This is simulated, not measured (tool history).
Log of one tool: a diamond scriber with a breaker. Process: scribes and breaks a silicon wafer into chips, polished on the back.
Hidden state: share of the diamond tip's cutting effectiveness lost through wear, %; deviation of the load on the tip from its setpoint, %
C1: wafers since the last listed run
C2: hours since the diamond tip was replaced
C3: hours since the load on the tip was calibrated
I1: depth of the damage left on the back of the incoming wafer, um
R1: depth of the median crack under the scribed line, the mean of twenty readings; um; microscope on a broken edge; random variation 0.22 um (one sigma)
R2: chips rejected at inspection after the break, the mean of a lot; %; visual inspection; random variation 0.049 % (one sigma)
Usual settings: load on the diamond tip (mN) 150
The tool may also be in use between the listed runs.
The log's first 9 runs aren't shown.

Run 10, hour 557.8: usual settings; C1 168; C2 735.0; C3 407.3; I1 0.04. Result: R1 14.52 um, R2 1.48 %.
Run 11, hour 596.3: usual settings but load on the diamond tip (mN) 117; C1 131; C2 773.5; C3 445.8; I1 0.03. Result: R1 12.04 um, R2 4.09 %.
At hour 639.9: diamond tip replaced by a new one.
Run 12, hour 659.2: usual settings; C1 208; C2 19.3; C3 508.7; I1 0.01. Result: R1 14.53 um, R2 1.70 %.
Run 13, hour 725.7: usual settings; C1 227; C2 85.8; C3 575.2; I1 0.01. Result: R1 15.16 um, R2 1.73 %.
Run 14, hour 796.7: usual settings; C1 243; C2 156.8; C3 646.2; I1 0.03. Result: R1 14.51 um, R2 1.92 %.
Run 15, hour 911.3: usual settings; C1 392; C2 271.4; C3 760.8; I1 0.04. Result: R1 15.05 um, R2 2.06 %.
Run 16, hour 942.1: usual settings; C1 105; C2 302.2; C3 791.6; I1 0.04. Result: R1 15.29 um, R2 2.24 %.
At hour 949.8: load on the tip recalibrated.
Run 17, hour 1009.6: usual settings but load on the diamond tip (mN) 165; C1 224; C2 369.7; C3 59.8; I1 0.04. Result: R1 14.76 um, R2 1.88 %.
Run 18, hour 1071.6: usual settings; C1 212; C2 431.7; C3 121.8; I1 0.04. Result: R1 13.53 um, R2 1.34 %.
Run 19, hour 1099.7: usual settings but load on the diamond tip (mN) 130; C1 96; C2 459.8; C3 149.9; I1 0.04. Result: R1 12.28 um, R2 2.55 %.
Run 20, hour 1300.8: usual settings but load on the diamond tip (mN) 186; C1 688; C2 660.9; C3 351.0; I1 0.04. Result: R1 17.17 um, R2 5.88 %.
Run 21, hour 1329.1: usual settings but load on the diamond tip (mN) 113; C1 96; C2 689.2; C3 379.3; I1 0.04. Result: R1 11.33 um, R2 5.64 %.
Run 22, hour 1366.9: usual settings; C1 129; C2 727.0; C3 417.1; I1 0.03. Result: R1 14.49 um, R2 1.54 %.
At hour 1398.4: diamond tip replaced by a new one.
Run 23, hour 1398.9: usual settings but load on the diamond tip (mN) 188; C1 102; C2 0.5; C3 449.1; I1 0.02. Result: R1 17.13 um, R2 6.79 %.
Run 24, hour 1443.3: usual settings but load on the diamond tip (mN) 192; C1 152; C2 44.9; C3 493.5; I1 0.03. Result: R1 17.57 um, R2 7.88 %.
Run 25, hour 1476.2: usual settings but load on the diamond tip (mN) 181; C1 112; C2 77.8; C3 526.4; I1 0.02. Result: R1 16.75 um, R2 6.10 %.
Run 26, hour 1639.7: usual settings; C1 559; C2 241.3; C3 689.9; I1 0.02. Result: R1 15.01 um, R2 1.99 %.
Run 27, hour 1701.5: usual settings but load on the diamond tip (mN) 184; C1 211; C2 303.1; C3 751.7; I1 0.01. Result: R1 17.70 um, R2 7.52 %.
Run 28, hour 1771.4: usual settings but load on the diamond tip (mN) 124; C1 239; C2 373.0; C3 821.6; I1 0.04. Result: R1 13.25 um, R2 1.87 %.
At hour 1811.0: load on the tip recalibrated.
Run 29, hour 1822.9: usual settings but load on the diamond tip (mN) 171; C1 169; C2 424.5; C3 11.9; I1 0.03. Result: R1 15.06 um, R2 2.66 %.
Run 30, hour 1882.0: usual settings; C1 202; C2 483.6; C3 71.0; I1 0.01. Result: R1 14.25 um, R2 1.39 %.
Run 31, hour 1921.9: usual settings but load on the diamond tip (mN) 193; C1 136; C2 523.5; C3 110.9; I1 0.03. Result: R1 17.33 um, R2 6.68 %.
Run 32, hour 1987.3: usual settings but load on the diamond tip (mN) 115; C1 223; C2 588.9; C3 176.3; I1 0.03. Result: R1 11.91 um, R2 5.24 %.

4 ways to go on from here, each from the tool as it stands after run 32. What would each give?
Run A, hour 1987.8: usual settings but load on the diamond tip (mN) 168; C1 1; C2 589.4; C3 176.8; I1 0.03. Result: R1 ?, R2 ?.
Run B, hour 1987.8: usual settings but load on the diamond tip (mN) 128; C1 1; C2 589.4; C3 176.8; I1 0.03. Result: R1 ?, R2 ?.
Run C, hour 1987.8: usual settings but load on the diamond tip (mN) 119; C1 1; C2 589.4; C3 176.8; I1 0.03. Result: R1 ?, R2 ?.
Run D, hour 1987.8: usual settings but load on the diamond tip (mN) 112; C1 1; C2 589.4; C3 176.8; I1 0.03. Result: R1 ?, R2 ?.

run     R1    R2
  A  15.01  2.98
  B  12.26  2.51
  C  11.60  4.26
  D  11.07  6.32
Without the tool's hidden state the same runs would have given:
run     R1    R2
  A  14.62  2.30
  B  11.94  3.25
  C  11.30  5.37
  D  10.79  7.72
